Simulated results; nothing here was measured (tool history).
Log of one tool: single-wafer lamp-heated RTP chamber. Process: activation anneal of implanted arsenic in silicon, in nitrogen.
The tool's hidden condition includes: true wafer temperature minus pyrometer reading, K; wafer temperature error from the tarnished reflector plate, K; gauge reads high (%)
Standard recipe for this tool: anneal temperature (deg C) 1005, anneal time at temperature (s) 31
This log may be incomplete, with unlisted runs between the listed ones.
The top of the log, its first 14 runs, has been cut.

| run | hour | anneal temperature (deg C) | anneal time at temperature (s) | wafers since the last listed run | wafers since the last pyrometer calibration | wafers since the reflector plate was cleaned | hours since the gauge calibration | read-back reference wafer on the same gauge, sheet resistance | sheet resistance of the implanted and annealed layer (ohm/square) |
|---|---|---|---|---|---|---|---|---|---|
| 15 | 221.9 | 1005 | 31 | 161 | 730 | 436 | 406.1 | 194.97 | 236.04 |
| 16 | 239.5 | 1005 | 31 | 211 | 942 | 648 | 423.7 | 195 | 235.42 |
|  | 253.1 | gauge calibrated |
| 17 | 275.3 | 1005 | 48 | 430 | 1373 | 1079 | 22.2 | 195.02 | 231.4 |
| 18 | 285.2 | 1005 | 48 | 119 | 1492 | 1198 | 32.1 | 194.99 | 231.88 |
| 19 | 296.2 | 1031 | 39 | 132 | 1625 | 1330 | 43.1 | 195.01 | 228.03 |
| 20 | 304 | 985 | 14 | 93 | 1719 | 1424 | 50.9 | 195.01 | 241.75 |
|  | 344.6 | pyrometer window cleaned and pyrometer calibrated |
| 21 | 345.1 | 1015 | 38 | 398 | 6 | 1823 | 92 | 195 | 234.17 |
| 22 | 346 | 996 | 23 | 10 | 17 | 1833 | 92.9 | 194.99 | 239.22 |
| 23 | 363.5 | 986 | 26 | 210 | 227 | 2044 | 110.4 | 194.98 | 239.59 |
| 24 | 371.8 | 1033 | 24 | 99 | 327 | 2144 | 118.7 | 195.01 | 233.68 |
| 25 | 384.1 | 1005 | 31 | 148 | 475 | 2292 | 131 | 194.99 | 236.31 |
| 26 | 395.6 | 996 | 22 | 138 | 614 | 2430 | 142.5 | 195.14 | 239.72 |
| 27 | 408.5 | 977 | 17 | 155 | 769 | 2586 | 155.4 | 194.98 | 241.91 |
| 28 | 416.5 | 1018 | 31 | 96 | 865 | 2682 | 163.4 | 194.96 | 233.93 |
| 29 | 424.2 | 1023 | 17 | 92 | 958 | 2775 | 171.1 | 194.98 | 237.18 |
| 30 | 431.9 | 1013 | 41 | 92 | 1051 | 2867 | 178.8 | 195.05 | 231.62 |
| 31 | 442.9 | 1030 | 31 | 132 | 1183 | 3000 | 189.8 | 195.02 | 230.93 |
| 32 | 450.1 | 996 | 23 | 86 | 1270 | 3086 | 197 | 195.01 | 238.79 |
| 33 | 461.2 | 996 | 23 | 133 | 1403 | 3220 | 208.1 | 195.07 | 238.93 |

4 ways to go on from here, each from the tool as it stands after run 33. What would each give?
| A | 461.6 | 1005 | 40 | 4 | 1408 | 3225 | 208.5 | ? | ? |
| B | 461.6 | 981 | 31 | 4 | 1408 | 3225 | 208.5 | ? | ? |
| C | 461.6 | 1005 | 22 | 4 | 1408 | 3225 | 208.5 | ? | ? |
| D | 461.6 | 984 | 22 | 4 | 1408 | 3225 | 208.5 | ? | ? |

| run | read-back reference wafer on the same gauge, sheet resistance | sheet resistance of the implanted and annealed layer (ohm/square) |
|---|---|---|
| A | 195.02 | 232.9 |
| B | 195.02 | 238.37 |
| C | 195.02 | 237.25 |
| D | 195.02 | 239.76 |
With the hidden condition removed and each run's random variation left untouched, the same runs would have given:
| run | sheet resistance of the implanted and annealed layer (ohm/square) |
|---|---|
| A | 234.89 |
| B | 239.54 |
| C | 238.65 |
| D | 240.77 |

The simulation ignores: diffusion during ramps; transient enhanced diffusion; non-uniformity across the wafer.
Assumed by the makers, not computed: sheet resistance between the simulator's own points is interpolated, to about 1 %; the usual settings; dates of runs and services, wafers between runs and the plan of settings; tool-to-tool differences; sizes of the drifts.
